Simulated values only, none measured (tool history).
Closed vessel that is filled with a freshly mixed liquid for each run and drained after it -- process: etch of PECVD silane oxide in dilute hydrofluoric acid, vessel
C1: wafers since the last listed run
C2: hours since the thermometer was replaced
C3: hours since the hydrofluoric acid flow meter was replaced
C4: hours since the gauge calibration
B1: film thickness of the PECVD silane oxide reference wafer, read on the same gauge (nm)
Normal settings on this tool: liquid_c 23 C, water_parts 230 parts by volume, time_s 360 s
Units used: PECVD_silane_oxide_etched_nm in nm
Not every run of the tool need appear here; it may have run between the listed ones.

run 1 hour=0 | liquid_c=23 water_parts=230 time_s=360 | C1=0 C2=400.8 C3=320.8 C4=9.7 | B1=80.01 | PECVD_silane_oxide_etched_nm=30.77
run 2 hour=35.3 | liquid_c=23 water_parts=230 time_s=360 | C1=3208 C2=436.1 C3=356.1 C4=45 | B1=80.04 | PECVD_silane_oxide_etched_nm=31.17
run 3 hour=103.1 | liquid_c=23 water_parts=230 time_s=360 | C1=6161 C2=503.9 C3=423.9 C4=112.8 | B1=79.98 | PECVD_silane_oxide_etched_nm=31.04
run 4 hour=145.1 | liquid_c=25.5 water_parts=230 time_s=360 | C1=3817 C2=545.9 C3=465.9 C4=154.8 | B1=79.98 | PECVD_silane_oxide_etched_nm=34.07
run 5 hour=181.4 | liquid_c=25.5 water_parts=230 time_s=360 | C1=3299 C2=582.2 C3=502.2 C4=191.1 | B1=80.01 | PECVD_silane_oxide_etched_nm=34.25
-- hour=232.6 hydrofluoric acid flow meter replaced
run 6 hour=249.2 | liquid_c=20 water_parts=230 time_s=360 | C1=6070 C2=650 C3=16.6 C4=258.9 | B1=80.03 | PECVD_silane_oxide_etched_nm=28.66
run 7 hour=316.8 | liquid_c=20 water_parts=230 time_s=360 | C1=6143 C2=717.6 C3=84.2 C4=326.5 | B1=79.97 | PECVD_silane_oxide_etched_nm=28.8
-- hour=362.7 thermometer replaced
run 8 hour=381 | liquid_c=20 water_parts=230 time_s=360 | C1=5743 C2=18.3 C3=148.4 C4=390.7 | B1=80 | PECVD_silane_oxide_etched_nm=28.57
run 9 hour=425 | liquid_c=23 water_parts=230 time_s=360 | C1=3998 C2=62.3 C3=192.4 C4=434.7 | B1=80 | PECVD_silane_oxide_etched_nm=32.35
-- hour=447.4 hydrofluoric acid flow meter replaced, repeated, since the last time left the tool worse
run 10 hour=452.1 | liquid_c=23 water_parts=230 time_s=360 | C1=2372 C2=89.4 C3=4.7 C4=461.8 | B1=80.02 | PECVD_silane_oxide_etched_nm=30.49
run 11 hour=507.7 | liquid_c=23 water_parts=230 time_s=360 | C1=5053 C2=145 C3=60.3 C4=517.4 | B1=80.02 | PECVD_silane_oxide_etched_nm=30.61
run 12 hour=572.2 | liquid_c=23 water_parts=175 time_s=495 | C1=5861 C2=209.5 C3=124.8 C4=581.9 | B1=80 | PECVD_silane_oxide_etched_nm=58.56
run 13 hour=597.3 | liquid_c=23 water_parts=280 time_s=525 | C1=2281 C2=234.6 C3=149.9 C4=607 | B1=80.01 | PECVD_silane_oxide_etched_nm=34.78
-- hour=618.7 gauge calibrated
run 14 hour=640.8 | liquid_c=23 water_parts=180 time_s=360 | C1=3953 C2=278.1 C3=193.4 C4=22.1 | B1=80.03 | PECVD_silane_oxide_etched_nm=41.19
run 15 hour=675.8 | liquid_c=18.5 water_parts=230 time_s=360 | C1=3180 C2=313.1 C3=228.4 C4=57.1 | B1=79.97 | PECVD_silane_oxide_etched_nm=25.94
run 16 hour=736.7 | liquid_c=20 water_parts=340 time_s=510 | C1=5534 C2=374 C3=289.3 C4=118 | B1=80 | PECVD_silane_oxide_etched_nm=23.89
run 17 hour=794.5 | liquid_c=26 water_parts=115 time_s=530 | C1=5253 C2=431.8 C3=347.1 C4=175.8 | B1=80.02 | PECVD_silane_oxide_etched_nm=115.93
run 18 hour=862.9 | liquid_c=20.5 water_parts=230 time_s=150 | C1=6216 C2=500.2 C3=415.5 C4=244.2 | B1=80.01 | PECVD_silane_oxide_etched_nm=11.8
run 19 hour=914.7 | liquid_c=23 water_parts=230 time_s=560 | C1=4707 C2=552 C3=467.3 C4=296 | B1=80 | PECVD_silane_oxide_etched_nm=48.23
run 20 hour=946.4 | liquid_c=20 water_parts=305 time_s=360 | C1=2880 C2=583.7 C3=499 C4=327.7 | B1=80.01 | PECVD_silane_oxide_etched_nm=19.59
run 21 hour=1017.4 | liquid_c=23 water_parts=230 time_s=360 | C1=6452 C2=654.7 C3=570 C4=398.7 | B1=80.02 | PECVD_silane_oxide_etched_nm=31.1
-- hour=1077.6 hydrofluoric acid flow meter replaced
run 22 hour=1088.4 | liquid_c=25 water_parts=280 time_s=540 | C1=6361 C2=725.7 C3=10.8 C4=469.7 | B1=79.99 | PECVD_silane_oxide_etched_nm=38.23
run 23 hour=1113.1 | liquid_c=23 water_parts=230 time_s=360 | C1=2244 C2=750.4 C3=35.5 C4=494.4 | B1=80.03 | PECVD_silane_oxide_etched_nm=30.4
run 24 hour=1178.6 | liquid_c=18 water_parts=275 time_s=490 | C1=5952 C2=815.9 C3=101 C4=559.9 | B1=80.03 | PECVD_silane_oxide_etched_nm=27.5

Here are 4 independent what-if runs from the current tool condition. What would each one return?
run A hour=1179.3 | liquid_c=23 water_parts=230 time_s=435 | C1=63 C2=816.6 C3=101.7 C4=560.6 | B1=? | PECVD_silane_oxide_etched_nm=?
run B hour=1179.3 | liquid_c=21 water_parts=160 time_s=360 | C1=63 C2=816.6 C3=101.7 C4=560.6 | B1=? | PECVD_silane_oxide_etched_nm=?
run C hour=1179.3 | liquid_c=25.5 water_parts=265 time_s=515 | C1=63 C2=816.6 C3=101.7 C4=560.6 | B1=? | PECVD_silane_oxide_etched_nm=?
run D hour=1179.3 | liquid_c=23 water_parts=230 time_s=205 | C1=63 C2=816.6 C3=101.7 C4=560.6 | B1=? | PECVD_silane_oxide_etched_nm=?

run=A B1=79.98 PECVD_silane_oxide_etched_nm=36.87
run=B B1=79.98 PECVD_silane_oxide_etched_nm=43.69
run=C B1=79.98 PECVD_silane_oxide_etched_nm=39.97
run=D B1=79.98 PECVD_silane_oxide_etched_nm=17.37
Without the tool's unlogged condition, the same runs would have read:
run=A PECVD_silane_oxide_etched_nm=36.64
run=B PECVD_silane_oxide_etched_nm=43.44
run=C PECVD_silane_oxide_etched_nm=39.72
run=D PECVD_silane_oxide_etched_nm=17.27
